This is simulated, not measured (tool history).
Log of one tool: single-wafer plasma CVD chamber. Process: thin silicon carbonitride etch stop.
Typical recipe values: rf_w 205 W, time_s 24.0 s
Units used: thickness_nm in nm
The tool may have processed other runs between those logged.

run	hour	rf_w	time_s	read-back reference wafer on the same gauge, thickness_nm	thickness_nm
1	0.0	205	24.0	12.208	14.657
2	12.6	205	24.0	12.207	14.698
3	21.8	185	25.5	12.218	15.295
4	29.3	185	25.5	12.221	15.331
5	36.1	205	24.0	12.220	14.627
6	42.7	205	24.0	12.221	14.667
7	52.7	205	24.0	12.228	14.699
8	64.1	205	24.0	12.231	14.698
# hour 88.6: thermocouple changed; heater temperature recalibrated
9	89.1	205	24.0	12.234	14.667
10	93.2	205	24.0	12.233	14.694
11	104.1	165	26.0	12.242	15.419
12	111.6	205	24.0	12.239	14.755
# hour 130.6: RF generator calibrated
13	131.1	175	20.5	12.249	12.206
14	138.6	205	24.0	12.252	14.716
15	156.0	215	28.5	12.261	17.639
16	172.0	205	24.0	12.266	14.766
# hour 186.2: showerhead replaced
17	187.5	205	24.0	12.270	14.781
18	198.0	180	20.4	12.271	12.253
19	204.8	220	19.7	12.276	12.238
20	214.4	205	24.0	12.276	14.717
# hour 215.3: gauge calibrated
21	220.6	175	20.0	12.090	11.823
22	232.4	220	22.2	12.095	13.618
23	238.6	240	21.4	12.092	13.310
24	254.6	205	24.0	12.101	14.564
25	261.0	205	21.0	12.103	12.721
26	270.6	205	24.0	12.105	14.552
27	280.9	205	24.0	12.112	14.548
28	287.5	205	26.8	12.109	16.242
29	300.4	205	26.7	12.114	16.187
30	311.0	220	21.9	12.115	13.441
31	321.5	180	20.1	12.122	11.955
32	327.6	205	24.0	12.127	14.548
33	343.1	205	21.9	12.122	13.312
34	354.6	205	26.5	12.128	16.094

Branching from run 34: 5 alternative next runs. What would each branch give?
A	355.0	220	24.0	?	?
B	355.0	190	21.0	?	?
C	355.0	235	24.0	?	?
D	355.0	205	20.8	?	?
E	355.0	175	27.7	?	?

run	read-back reference wafer on the same gauge, thickness_nm	thickness_nm
A	12.133	14.730
B	12.133	12.576
C	12.133	14.901
D	12.133	12.613
E	12.133	16.374
What these runs would have given with no unlogged condition in the tool:
run	thickness_nm
A	14.691
B	12.544
C	14.862
D	12.580
E	16.331
